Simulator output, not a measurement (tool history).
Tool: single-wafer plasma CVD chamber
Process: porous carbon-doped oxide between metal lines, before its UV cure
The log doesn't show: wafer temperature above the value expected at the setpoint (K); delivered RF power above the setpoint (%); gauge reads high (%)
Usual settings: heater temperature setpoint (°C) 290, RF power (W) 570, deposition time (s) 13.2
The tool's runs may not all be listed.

run,hour,heater temperature setpoint (°C),RF power (W),deposition time (s),wafers since the last listed run,hours since the last thermocouple change,hours since the last RF generator calibration,hours since the showerhead was replaced,hours since the gauge calibration,"read-back reference wafer on the same gauge, thickness_nm",mean film thickness on the monitor wafer (nm)
1,0.0,290,570,13.2,0,636.8,1316.8,2542.9,128.7,66.034,80.332
2,59.6,290,570,13.2,993,696.4,1376.4,2602.5,188.3,65.936,79.763
3,92.5,290,570,13.2,548,729.3,1409.3,2635.4,221.2,65.932,80.190
4,150.8,290,570,13.2,972,787.6,1467.6,2693.7,279.5,65.978,79.986
5,188.0,290,570,13.2,620,824.8,1504.8,2730.9,316.7,66.044,80.179
6,237.5,290,570,13.2,825,874.3,1554.3,2780.4,366.2,65.900,80.103
7,266.6,290,570,13.2,485,903.4,1583.4,2809.5,395.3,65.986,79.609
8,308.7,290,570,13.2,701,945.5,1625.5,2851.6,437.4,66.006,78.980
9,379.6,290,570,13.2,1182,1016.4,1696.4,2922.5,508.3,66.101,79.028
10,406.4,290,570,13.2,446,1043.2,1723.2,2949.3,535.1,66.044,79.006
11,430.6,290,570,13.2,403,1067.4,1747.4,2973.5,559.3,65.928,79.524
12,480.9,290,570,13.2,838,1117.7,1797.7,3023.8,609.6,65.978,79.287
# hour 507.6: showerhead replaced
# hour 548.6: thermocouple changed; heater temperature recalibrated
13,549.1,290,570,13.2,870,0.5,1865.9,41.5,677.8,65.986,77.842
14,612.3,282,570,13.2,1053,63.7,1929.1,104.7,741.0,65.937,82.044
15,683.8,282,570,13.2,1192,135.2,2000.6,176.2,812.5,65.859,80.916
# hour 696.7: RF generator calibrated
16,714.1,290,570,13.2,371,165.5,17.4,206.5,842.8,65.915,77.582

Run 17 comes next. What will it give?
17,777.2,290,675,15.4,1052,228.6,80.5,269.6,905.9,?,?

read-back reference wafer on the same gauge, thickness_nm: 66.115
mean film thickness on the monitor wafer (nm): 104.573
Without the tool's hidden state the same run would have given mean film thickness on the monitor wafer (nm) 109.334.

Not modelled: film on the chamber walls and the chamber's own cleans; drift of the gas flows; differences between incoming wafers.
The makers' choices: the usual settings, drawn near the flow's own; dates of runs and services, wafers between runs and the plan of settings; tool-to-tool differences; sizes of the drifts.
